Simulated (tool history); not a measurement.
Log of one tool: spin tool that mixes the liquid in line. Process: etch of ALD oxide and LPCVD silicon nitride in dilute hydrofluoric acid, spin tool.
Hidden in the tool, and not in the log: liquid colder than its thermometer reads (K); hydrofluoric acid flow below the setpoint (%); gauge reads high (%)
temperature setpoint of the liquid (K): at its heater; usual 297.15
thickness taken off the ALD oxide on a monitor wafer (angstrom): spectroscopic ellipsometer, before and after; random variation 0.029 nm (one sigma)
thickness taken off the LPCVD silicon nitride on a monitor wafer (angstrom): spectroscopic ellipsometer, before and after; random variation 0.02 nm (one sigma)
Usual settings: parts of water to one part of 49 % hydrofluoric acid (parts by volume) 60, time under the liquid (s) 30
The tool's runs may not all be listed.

| run | day | temperature setpoint of the liquid (K) | parts of water to one part of 49 % hydrofluoric acid (parts by volume) | time under the liquid (s) | wafers since the last listed run | hours since the thermometer was replaced | hours since the hydrofluoric acid flow meter was replaced | hours since the gauge calibration | read-back film thickness of the ALD oxide reference wafer, read on the same gauge (nm) | read-back film thickness of the LPCVD silicon nitride reference wafer, read on the same gauge (nm) | thickness taken off the ALD oxide on a monitor wafer (angstrom) | thickness taken off the LPCVD silicon nitride on a monitor wafer (angstrom) |
|---|---|---|---|---|---|---|---|---|---|---|---|---|
| 1 | 0.000 | 297.15 | 60 | 30 | 0 | 982.1 | 30.0 | 355.6 | 90.00 | 60.009 | 71.8 | 2.33 |
| 2 | 0.658 | 297.15 | 60 | 30 | 172 | 997.9 | 45.8 | 371.4 | 89.98 | 59.995 | 72.5 | 2.63 |
| 3 | 2.754 | 297.15 | 60 | 30 | 548 | 1048.2 | 96.1 | 421.7 | 90.01 | 60.003 | 72.3 | 2.18 |
| 4 | 3.346 | 297.15 | 60 | 30 | 154 | 1062.4 | 110.3 | 435.9 | 89.98 | 59.997 | 71.7 | 2.50 |
| 5 | 3.771 | 297.15 | 50 | 30 | 111 | 1072.6 | 120.5 | 446.1 | 89.99 | 60.029 | 87.5 | 2.96 |
| 6 | 4.438 | 301.65 | 60 | 30 | 174 | 1088.6 | 136.5 | 462.1 | 90.01 | 60.044 | 86.1 | 3.58 |
| 7 | 5.008 | 297.15 | 35 | 30 | 149 | 1102.3 | 150.2 | 475.8 | 90.00 | 60.028 | 127.4 | 4.10 |
| 8 | 5.546 | 301.15 | 35 | 35 | 140 | 1115.2 | 163.1 | 488.7 | 90.02 | 60.027 | 174.3 | 6.09 |
| 9 | 6.108 | 293.15 | 80 | 35 | 147 | 1128.7 | 176.6 | 502.2 | 89.99 | 60.023 | 52.0 | 1.67 |
| 10 | 6.400 | 299.15 | 60 | 30 | 76 | 1135.7 | 183.6 | 509.2 | 90.01 | 59.974 | 78.4 | 2.54 |
| 11 | 7.079 | 297.15 | 30 | 20 | 177 | 1152.0 | 199.9 | 525.5 | 90.00 | 60.002 | 100.3 | 3.34 |
|  | 7.304 | gauge calibrated |
| 12 | 7.817 | 297.15 | 40 | 15 | 193 | 1169.7 | 217.6 | 12.3 | 90.00 | 60.033 | 55.4 | 1.91 |
| 13 | 8.196 | 297.15 | 60 | 30 | 99 | 1178.8 | 226.7 | 21.4 | 90.01 | 59.985 | 72.2 | 2.37 |
| 14 | 8.608 | 294.15 | 60 | 30 | 108 | 1188.7 | 236.6 | 31.3 | 90.01 | 59.964 | 63.7 | 2.08 |
|  | 9.175 | thermometer replaced |
| 15 | 9.196 | 298.65 | 60 | 30 | 142 | 0.5 | 250.7 | 45.4 | 89.98 | 60.044 | 76.4 | 2.52 |
| 16 | 9.879 | 297.15 | 70 | 20 | 178 | 16.9 | 267.1 | 61.8 | 90.01 | 59.996 | 40.9 | 1.25 |
| 17 | 10.554 | 297.15 | 60 | 30 | 176 | 33.1 | 283.3 | 78.0 | 89.99 | 59.969 | 72.1 | 2.48 |
| 18 | 10.883 | 297.15 | 60 | 30 | 86 | 41.0 | 291.2 | 85.9 | 89.99 | 60.025 | 72.3 | 2.37 |
| 19 | 11.529 | 297.15 | 30 | 50 | 169 | 56.5 | 306.7 | 101.4 | 90.00 | 60.011 | 251.1 | 7.45 |
| 20 | 11.842 | 297.15 | 60 | 30 | 81 | 64.0 | 314.2 | 108.9 | 89.98 | 59.978 | 71.8 | 2.04 |
| 21 | 12.246 | 292.15 | 75 | 45 | 105 | 73.7 | 323.9 | 118.6 | 89.99 | 59.992 | 69.2 | 2.20 |
| 22 | 12.625 | 301.15 | 85 | 35 | 99 | 82.8 | 333.0 | 127.7 | 90.01 | 59.979 | 67.3 | 2.57 |
| 23 | 13.038 | 300.15 | 40 | 40 | 108 | 92.7 | 342.9 | 137.6 | 90.01 | 60.034 | 167.7 | 5.78 |
| 24 | 13.725 | 297.15 | 75 | 30 | 180 | 109.2 | 359.4 | 154.1 | 90.01 | 60.035 | 57.2 | 1.90 |
| 25 | 14.467 | 295.65 | 45 | 20 | 194 | 127.0 | 377.2 | 171.9 | 90.00 | 59.986 | 61.5 | 2.18 |

5 ways to go on from here, each from the tool as it stands after run 25. What would each give?
| A | 14.483 | 297.15 | 60 | 40 | 4 | 127.4 | 377.6 | 172.3 | ? | ? | ? | ? |
| B | 14.483 | 297.15 | 60 | 35 | 4 | 127.4 | 377.6 | 172.3 | ? | ? | ? | ? |
| C | 14.483 | 297.15 | 85 | 30 | 4 | 127.4 | 377.6 | 172.3 | ? | ? | ? | ? |
| D | 14.483 | 297.15 | 60 | 15 | 4 | 127.4 | 377.6 | 172.3 | ? | ? | ? | ? |
| E | 14.483 | 297.15 | 80 | 30 | 4 | 127.4 | 377.6 | 172.3 | ? | ? | ? | ? |

| run | read-back film thickness of the ALD oxide reference wafer, read on the same gauge (nm) | read-back film thickness of the LPCVD silicon nitride reference wafer, read on the same gauge (nm) | thickness taken off the ALD oxide on a monitor wafer (angstrom) | thickness taken off the LPCVD silicon nitride on a monitor wafer (angstrom) |
|---|---|---|---|---|
| A | 89.99 | 59.980 | 95.8 | 3.04 |
| B | 89.99 | 59.980 | 83.8 | 2.66 |
| C | 89.99 | 59.980 | 49.1 | 1.62 |
| D | 89.99 | 59.980 | 35.9 | 1.14 |
| E | 89.99 | 59.980 | 52.5 | 1.72 |
Without the tool's hidden state the same runs would have given:
| run | thickness taken off the ALD oxide on a monitor wafer (angstrom) | thickness taken off the LPCVD silicon nitride on a monitor wafer (angstrom) |
|---|---|---|
| A | 95.8 | 3.04 |
| B | 83.8 | 2.66 |
| C | 49.1 | 1.62 |
| D | 35.9 | 1.14 |
| E | 52.5 | 1.72 |

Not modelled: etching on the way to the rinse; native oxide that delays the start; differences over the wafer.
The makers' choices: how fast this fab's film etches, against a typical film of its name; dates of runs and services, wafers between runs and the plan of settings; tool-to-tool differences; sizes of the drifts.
